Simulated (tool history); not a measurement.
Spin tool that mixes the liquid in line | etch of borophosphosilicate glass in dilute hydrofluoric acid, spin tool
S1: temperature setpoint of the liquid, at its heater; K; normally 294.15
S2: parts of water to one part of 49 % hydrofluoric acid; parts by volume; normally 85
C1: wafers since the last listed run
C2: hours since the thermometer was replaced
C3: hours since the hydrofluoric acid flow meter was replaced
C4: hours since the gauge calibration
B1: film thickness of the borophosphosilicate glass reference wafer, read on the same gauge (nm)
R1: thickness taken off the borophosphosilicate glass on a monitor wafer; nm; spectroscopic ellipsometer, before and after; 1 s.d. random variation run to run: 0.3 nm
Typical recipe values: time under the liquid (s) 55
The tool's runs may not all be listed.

Run 1, day 0.000: usual settings; C1 0; C2 1975.6; C3 1949.3; C4 597.3; B1 130.00. Result: R1 46.21 nm.
Run 2, day 2.883: usual settings; C1 1059; C2 2044.8; C3 2018.5; C4 666.5; B1 129.98. Result: R1 46.25 nm.
Run 3, day 5.188: usual settings; C1 846; C2 2100.1; C3 2073.8; C4 721.8; B1 130.00. Result: R1 46.22 nm.
Run 4, day 6.367: usual settings; C1 433; C2 2128.4; C3 2102.1; C4 750.1; B1 129.99. Result: R1 46.48 nm.
At day 8.629: hydrofluoric acid flow meter replaced.
Run 5, day 12.562: usual settings; C1 2260; C2 2277.1; C3 94.4; C4 898.8; B1 130.02. Result: R1 43.43 nm.
Run 6, day 14.017: usual settings; C1 534; C2 2312.0; C3 129.3; C4 933.7; B1 130.03. Result: R1 44.34 nm.
Run 7, day 16.954: usual settings but S2 60 parts by volume; C1 1079; C2 2382.5; C3 199.8; C4 1004.2; B1 130.00. Result: R1 64.28 nm.
At day 18.283: thermometer replaced.
Run 8, day 19.238: usual settings; C1 823; C2 22.9; C3 254.6; C4 1059.0; B1 130.02. Result: R1 44.29 nm.
Run 9, day 22.192: usual settings; C1 1085; C2 93.8; C3 325.5; C4 1129.9; B1 130.00. Result: R1 44.62 nm.
Run 10, day 28.021: usual settings but S1 292.15 K, S2 105 parts by volume, time under the liquid (s) 25; C1 2141; C2 233.7; C3 465.4; C4 1269.8; B1 129.99. Result: R1 14.60 nm.
Run 11, day 30.988: usual settings but S1 298.15 K, S2 45 parts by volume, time under the liquid (s) 75; C1 1089; C2 304.9; C3 536.6; C4 1341.0; B1 129.99. Result: R1 140.28 nm.
Run 12, day 33.825: usual settings but S1 295.65 K, S2 125 parts by volume; C1 1042; C2 373.0; C3 604.7; C4 1409.1; B1 130.01. Result: R1 30.61 nm.
Run 13, day 35.608: usual settings but S1 296.15 K; C1 655; C2 415.8; C3 647.5; C4 1451.9; B1 130.00. Result: R1 48.15 nm.
Run 14, day 36.612: usual settings but S1 291.15 K, S2 50 parts by volume, time under the liquid (s) 40; C1 368; C2 439.9; C3 671.6; C4 1476.0; B1 129.99. Result: R1 50.11 nm.
Run 15, day 38.146: usual settings but S1 297.65 K, S2 115 parts by volume, time under the liquid (s) 25; C1 563; C2 476.7; C3 708.4; C4 1512.8; B1 129.99. Result: R1 16.70 nm.
Run 16, day 39.492: usual settings; C1 494; C2 509.0; C3 740.7; C4 1545.1; B1 130.01. Result: R1 44.61 nm.
Run 17, day 41.633: usual settings; C1 786; C2 560.4; C3 792.1; C4 1596.5; B1 129.98. Result: R1 45.46 nm.
At day 43.488: gauge calibrated.
Run 18, day 44.267: usual settings; C1 967; C2 623.6; C3 855.3; C4 18.7; B1 130.02. Result: R1 45.02 nm.
Run 19, day 46.029: usual settings but S1 297.65 K, S2 60 parts by volume, time under the liquid (s) 45; C1 647; C2 665.9; C3 897.6; C4 61.0; B1 129.98. Result: R1 61.40 nm.
Run 20, day 49.021: usual settings but S1 296.15 K, S2 60 parts by volume, time under the liquid (s) 45; C1 1098; C2 737.7; C3 969.4; C4 132.8; B1 130.00. Result: R1 58.46 nm.
Run 21, day 51.425: usual settings; C1 883; C2 795.4; C3 1027.1; C4 190.5; B1 130.00. Result: R1 45.20 nm.
Run 22, day 52.833: usual settings but S1 298.15 K, S2 75 parts by volume, time under the liquid (s) 75; C1 517; C2 829.2; C3 1060.9; C4 224.3; B1 130.01. Result: R1 82.64 nm.
Run 23, day 55.796: usual settings but S1 296.15 K, S2 120 parts by volume; C1 1088; C2 900.3; C3 1132.0; C4 295.4; B1 130.02. Result: R1 33.41 nm.
Run 24, day 58.592: usual settings but time under the liquid (s) 35; C1 1027; C2 967.4; C3 1199.1; C4 362.5; B1 129.97. Result: R1 28.50 nm.
Run 25, day 60.604: usual settings but S1 297.15 K, S2 120 parts by volume, time under the liquid (s) 85; C1 739; C2 1015.7; C3 1247.4; C4 410.8; B1 130.03. Result: R1 54.36 nm.
Run 26, day 63.088: usual settings but S2 125 parts by volume; C1 912; C2 1075.3; C3 1307.0; C4 470.4; B1 129.98. Result: R1 29.62 nm.
Run 27, day 64.950: usual settings but S1 295.65 K, S2 55 parts by volume, time under the liquid (s) 35; C1 684; C2 1120.0; C3 1351.7; C4 515.1; B1 130.00. Result: R1 49.62 nm.
Run 28, day 66.962: usual settings but S2 120 parts by volume, time under the liquid (s) 70; C1 739; C2 1168.3; C3 1400.0; C4 563.4; B1 130.00. Result: R1 39.34 nm.
Run 29, day 69.121: usual settings but time under the liquid (s) 80; C1 792; C2 1220.1; C3 1451.8; C4 615.2; B1 130.00. Result: R1 66.34 nm.
Run 30, day 70.862: usual settings; C1 639; C2 1261.9; C3 1493.6; C4 657.0; B1 130.01. Result: R1 45.90 nm.
Run 31, day 72.117: usual settings but S1 290.65 K, S2 70 parts by volume, time under the liquid (s) 45; C1 460; C2 1292.0; C3 1523.7; C4 687.1; B1 130.00. Result: R1 39.49 nm.
Run 32, day 73.512: usual settings but S1 298.65 K, S2 105 parts by volume, time under the liquid (s) 40; C1 512; C2 1325.5; C3 1557.2; C4 720.6; B1 130.01. Result: R1 31.04 nm.
Run 33, day 75.896: usual settings; C1 875; C2 1382.7; C3 1614.4; C4 777.8; B1 130.01. Result: R1 45.74 nm.

Subtracting, for every run, the result it would have given without the tool's unlogged condition from the measured result gives the following. The same run-to-run variation enters both numbers; the gauge's scatter may not:
Hidden state present: liquid colder than its thermometer reads (K); hydrofluoric acid flow above the setpoint (%); gauge reads high (%).
run     R1
  1  +2.91
  2  +3.00
  3  +3.08
  4  +3.14
  5  +0.18
  6  +0.25
  7  +0.49
  8  +0.42
  9  +0.53
 10  +0.25
 11  +2.55
 12  +0.67
 13  +1.08
 14  +1.12
 15  +0.43
 16  +1.14
 17  +1.24
 18  +1.32
 19  +1.84
 20  +1.88
 21  +1.57
 22  +2.96
 23  +1.31
 24  +1.14
 25  +2.35
 26  +1.33
 27  +2.17
 28  +1.88
 29  +3.18
 30  +2.27
 31  +1.94
 32  +1.63
 33  +2.42
